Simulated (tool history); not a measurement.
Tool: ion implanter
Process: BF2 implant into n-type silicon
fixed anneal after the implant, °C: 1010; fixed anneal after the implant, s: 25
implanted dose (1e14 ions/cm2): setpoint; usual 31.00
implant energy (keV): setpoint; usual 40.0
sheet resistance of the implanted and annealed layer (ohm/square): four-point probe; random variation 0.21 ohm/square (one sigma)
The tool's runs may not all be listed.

run   hour  implanted dose (1e14 ions/cm2)  implant energy (keV)  wafers since the last listed run  hours since the last dose calibration  hours since the extraction supply was calibrated  hours since the gauge calibration  read-back reference wafer on the same gauge, sheet resistance  sheet resistance of the implanted and annealed layer (ohm/square)
  1    0.0                           31.00                  40.0                                 0                                  496.7                                            1132.3                              553.8                                                         100.01                                                             110.39
  2   55.9                           31.00                  40.0                              1444                                  552.6                                            1188.2                              609.7                                                          99.99                                                             110.50
  3   93.2                           31.00                  40.0                               963                                  589.9                                            1225.5                              647.0                                                          99.97                                                             110.64
  4  147.7                           31.00                  43.5                              1408                                  644.4                                            1280.0                              701.5                                                          99.97                                                             105.88
  5  180.1                           31.00                  43.5                               837                                  676.8                                            1312.4                              733.9                                                         100.04                                                             105.85
  6  236.4                           31.00                  43.5                              1454                                  733.1                                            1368.7                              790.2                                                         100.01                                                             106.20
  7  266.0                           35.97                  40.0                               764                                  762.7                                            1398.3                              819.8                                                          99.95                                                             109.28
  8  307.8                           35.97                  40.0                              1079                                  804.5                                            1440.1                              861.6                                                          99.96                                                             109.44
  9  362.3                           31.00                  36.5                              1408                                  859.0                                            1494.6                              916.1                                                         100.06                                                             115.82
     375.4  -- gauge calibrated
 10  406.4                           31.00                  36.5                              1139                                  903.1                                            1538.7                               31.0                                                          99.98                                                             116.10
 11  467.1                           35.33                  30.0                              1568                                  963.8                                            1599.4                               91.7                                                         100.02                                                             126.68
 12  496.3                           31.00                  40.0                               754                                  993.0                                            1628.6                              120.9                                                          99.91                                                             110.72
     519.3  -- Faraday cup replaced and dose calibrated
 13  564.9                           22.41                  33.5                              1565                                   45.6                                            1697.2                              189.5                                                         100.00                                                             123.57
 14  624.0                           31.00                  40.0                              1526                                  104.7                                            1756.3                              248.6                                                         100.07                                                             111.08
 15  679.9                           22.86                  29.0                              1444                                  160.6                                            1812.2                              304.5                                                          99.98                                                             131.77
 16  705.1                           26.42                  47.5                               651                                  185.8                                            1837.4                              329.7                                                          99.97                                                             102.35
 17  759.6                           35.07                  29.5                              1408                                  240.3                                            1891.9                              384.2                                                          99.99                                                             127.57
     769.3  -- extraction supply calibrated
 18  859.9                           39.98                  45.5                              2384                                  340.6                                              90.6                              484.5                                                         100.00                                                              99.28
 19  894.9                           31.00                  40.0                               904                                  375.6                                             125.6                              519.5                                                         100.04                                                             108.82
 20  966.9                           27.96                  40.0                              1860                                  447.6                                             197.6                              591.5                                                         100.03                                                             109.87

Forecast each of these 5 alternatives for the next run:
  A  967.3                           31.00                  40.0                                10                                  448.0                                             198.0                              591.9                                                              ?                                                                  ?
  B  967.3                           31.00                  49.5                                10                                  448.0                                             198.0                              591.9                                                              ?                                                                  ?
  C  967.3                           35.97                  35.5                                10                                  448.0                                             198.0                              591.9                                                              ?                                                                  ?
  D  967.3                           28.15                  27.5                                10                                  448.0                                             198.0                              591.9                                                              ?                                                                  ?
  E  967.3                           25.39                  40.0                                10                                  448.0                                             198.0                              591.9                                                              ?                                                                  ?

run  read-back reference wafer on the same gauge, sheet resistance  sheet resistance of the implanted and annealed layer (ohm/square)
  A                                                          99.96                                                             109.42
  B                                                          99.96                                                              97.45
  C                                                          99.96                                                             114.99
  D                                                          99.96                                                             132.00
  E                                                          99.96                                                             110.92
Without the tool's hidden state the same runs would have given:
run  sheet resistance of the implanted and annealed layer (ohm/square)
  A                                                             108.87
  B                                                              96.92
  C                                                             114.42
  D                                                             131.41
  E                                                             110.37
